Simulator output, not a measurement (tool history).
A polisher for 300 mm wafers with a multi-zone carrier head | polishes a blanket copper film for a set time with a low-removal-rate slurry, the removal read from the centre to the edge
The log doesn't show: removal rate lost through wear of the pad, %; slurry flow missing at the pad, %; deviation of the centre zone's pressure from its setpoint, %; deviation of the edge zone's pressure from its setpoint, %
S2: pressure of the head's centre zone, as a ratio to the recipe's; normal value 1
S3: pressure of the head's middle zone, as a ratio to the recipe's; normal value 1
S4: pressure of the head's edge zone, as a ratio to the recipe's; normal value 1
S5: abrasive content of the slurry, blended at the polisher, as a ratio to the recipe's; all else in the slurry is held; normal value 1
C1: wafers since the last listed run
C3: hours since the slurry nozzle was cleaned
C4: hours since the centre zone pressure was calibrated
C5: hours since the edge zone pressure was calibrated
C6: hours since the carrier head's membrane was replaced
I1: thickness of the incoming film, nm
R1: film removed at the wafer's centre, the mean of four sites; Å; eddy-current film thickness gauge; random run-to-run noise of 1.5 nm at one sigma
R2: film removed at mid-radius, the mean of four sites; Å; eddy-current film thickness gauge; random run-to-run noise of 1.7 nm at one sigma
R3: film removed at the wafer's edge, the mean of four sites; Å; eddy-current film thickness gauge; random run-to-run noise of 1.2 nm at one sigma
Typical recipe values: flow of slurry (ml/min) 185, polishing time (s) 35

Run 1, hour 0: usual settings; C1 0; wafers polished on this pad 1228; C3 199.7; C4 412.6; C5 342.6; C6 344.9; I1 686.1. Result: R1 1175 Å, R2 1109 Å, R3 1062 Å.
Run 2, hour 45.7: usual settings but polishing time (s) 43; C1 500; wafers polished on this pad 1728; C3 245.4; C4 458.3; C5 388.3; C6 390.6; I1 689.8. Result: R1 1393 Å, R2 1322 Å, R3 1319 Å.
Run 3, hour 84.3: usual settings but flow of slurry (ml/min) 135, S4 0.95; C1 422; wafers polished on this pad 2150; C3 284; C4 496.9; C5 426.9; C6 429.2; I1 677.3. Result: R1 1087 Å, R2 1048 Å, R3 1000 Å.
At hour 110.1: edge zone pressure recalibrated.
Run 4, hour 152: usual settings but S2 1.05, S5 1.2; C1 718; wafers polished on this pad 2869; C3 351.7; C4 564.6; C5 41.9; C6 496.9; I1 684.9. Result: R1 1278 Å, R2 1137 Å, R3 1097 Å.
Run 5, hour 204.7: usual settings but S5 0.8, polishing time (s) 44; C1 576; wafers polished on this pad 3445; C3 404.4; C4 617.3; C5 94.6; C6 549.6; I1 680.3. Result: R1 1448 Å, R2 1347 Å, R3 1331 Å.
At hour 243.9: centre zone pressure recalibrated.
At hour 253.6: slurry nozzle cleaned.
Run 6, hour 254.1: usual settings but flow of slurry (ml/min) 215, S2 1.1, S4 1.11, polishing time (s) 46; C1 507; wafers polished on this pad 3953; C3 0.5; C4 10.2; C5 144; C6 599; I1 688.7. Result: R1 1640 Å, R2 1513 Å, R3 1511 Å.
Run 7, hour 297.6: usual settings but S4 1.06, S5 0.75; C1 475; wafers polished on this pad 4429; C3 44; C4 53.7; C5 187.5; C6 642.5; I1 675.7. Result: R1 1060 Å, R2 1087 Å, R3 1048 Å.
Run 8, hour 324.8: usual settings; C1 297; wafers polished on this pad 4727; C3 71.2; C4 80.9; C5 214.7; C6 669.7; I1 676.8. Result: R1 1114 Å, R2 1105 Å, R3 1034 Å.
At hour 375.8: worn pad replaced by a new one.
Run 9, hour 383.9: usual settings but flow of slurry (ml/min) 205, polishing time (s) 45; C1 602; wafers polished on this pad 88; C3 130.3; C4 140; C5 273.8; C6 728.8; I1 678.1. Result: R1 1460 Å, R2 1457 Å, R3 1394 Å.
Run 10, hour 409.9: usual settings; C1 284; wafers polished on this pad 373; C3 156.3; C4 166; C5 299.8; C6 754.8; I1 669. Result: R1 1153 Å, R2 1117 Å, R3 1076 Å.
Run 11, hour 479.4: usual settings but flow of slurry (ml/min) 145; C1 760; wafers polished on this pad 1133; C3 225.8; C4 235.5; C5 369.3; C6 824.3; I1 685.3. Result: R1 1064 Å, R2 1052 Å, R3 1054 Å.
Run 12, hour 506.6: usual settings but S2 0.97, S3 0.88, S4 0.91, S5 0.85; C1 297; wafers polished on this pad 1431; C3 253; C4 262.7; C5 396.5; C6 851.5; I1 684.1. Result: R1 1082 Å, R2 1002 Å, R3 994 Å.
Run 13, hour 620.5: usual settings but flow of slurry (ml/min) 125, S2 0.93, S3 1.08; C1 1246; wafers polished on this pad 2677; C3 366.9; C4 376.6; C5 510.4; C6 965.4; I1 679.1. Result: R1 995 Å, R2 1083 Å, R3 1006 Å.
At hour 649.3: edge zone pressure recalibrated.
Run 14, hour 664.9: usual settings but S4 1.06; C1 463; wafers polished on this pad 3141; C3 411.3; C4 421; C5 15.6; C6 1009.8; I1 680.2. Result: R1 1166 Å, R2 1129 Å, R3 1083 Å.
Run 15, hour 726.3: usual settings; C1 671; wafers polished on this pad 3813; C3 472.7; C4 482.4; C5 77; C6 1071.2; I1 672.9. Result: R1 1169 Å, R2 1113 Å, R3 1073 Å.
At hour 768.1: slurry nozzle cleaned.
Run 16, hour 772.5: usual settings but S4 1.06, S5 0.75; C1 494; wafers polished on this pad 4307; C3 4.4; C4 528.6; C5 123.2; C6 1117.4; I1 681. Result: R1 1141 Å, R2 1047 Å, R3 1067 Å.
At hour 778.3: carrier head's membrane replaced by a new one.
Run 17, hour 827.3: usual settings; C1 544; wafers polished on this pad 4852; C3 59.2; C4 583.4; C5 178; C6 49; I1 682.8. Result: R1 1184 Å, R2 1116 Å, R3 1048 Å.
At hour 864.2: worn pad replaced by a new one.
Run 18, hour 891.1: usual settings but polishing time (s) 24; C1 654; wafers polished on this pad 294; C3 123; C4 647.2; C5 241.8; C6 112.8; I1 672.7. Result: R1 829 Å, R2 767 Å, R3 709 Å.
Run 19, hour 948: usual settings but S3 0.91, polishing time (s) 24; C1 622; wafers polished on this pad 916; C3 179.9; C4 704.1; C5 298.7; C6 169.7; I1 671.7. Result: R1 827 Å, R2 726 Å, R3 725 Å.
Run 20, hour 992.1: usual settings; C1 482; wafers polished on this pad 1399; C3 224; C4 748.2; C5 342.8; C6 213.8; I1 675.5. Result: R1 1202 Å, R2 1129 Å, R3 1063 Å.
Run 21, hour 1035.2: usual settings but flow of slurry (ml/min) 145, S4 1.11; C1 471; wafers polished on this pad 1870; C3 267.1; C4 791.3; C5 385.9; C6 256.9; I1 682.7. Result: R1 1133 Å, R2 1091 Å, R3 1099 Å.
At hour 1054.5: centre zone pressure recalibrated.
Run 22, hour 1090.4: usual settings but polishing time (s) 27; C1 582; wafers polished on this pad 2452; C3 322.3; C4 35.9; C5 441.1; C6 312.1; I1 671.5. Result: R1 855 Å, R2 869 Å, R3 834 Å.

Alternative continuations, all from the tool just after run 22; predict every row:
Run A, hour 1090.8: usual settings but S4 0.9; C1 4; wafers polished on this pad 2457; C3 322.7; C4 36.3; C5 441.5; C6 312.5; I1 684. Result: R1 ?, R2 ?, R3 ?.
Run B, hour 1090.8: usual settings but S2 0.88; C1 4; wafers polished on this pad 2457; C3 322.7; C4 36.3; C5 441.5; C6 312.5; I1 684. Result: R1 ?, R2 ?, R3 ?.
Run C, hour 1090.8: usual settings but flow of slurry (ml/min) 225, S2 0.88; C1 4; wafers polished on this pad 2457; C3 322.7; C4 36.3; C5 441.5; C6 312.5; I1 684. Result: R1 ?, R2 ?, R3 ?.

run    R1    R2    R3
  A  1104  1120  1016
  B   983  1121  1067
  C  1017  1155  1091
With the hidden condition removed and each run's random variation left untouched, the same runs would have given:
run    R1    R2    R3
  A  1108  1120  1016
  B   987  1121  1067
  C  1020  1155  1091

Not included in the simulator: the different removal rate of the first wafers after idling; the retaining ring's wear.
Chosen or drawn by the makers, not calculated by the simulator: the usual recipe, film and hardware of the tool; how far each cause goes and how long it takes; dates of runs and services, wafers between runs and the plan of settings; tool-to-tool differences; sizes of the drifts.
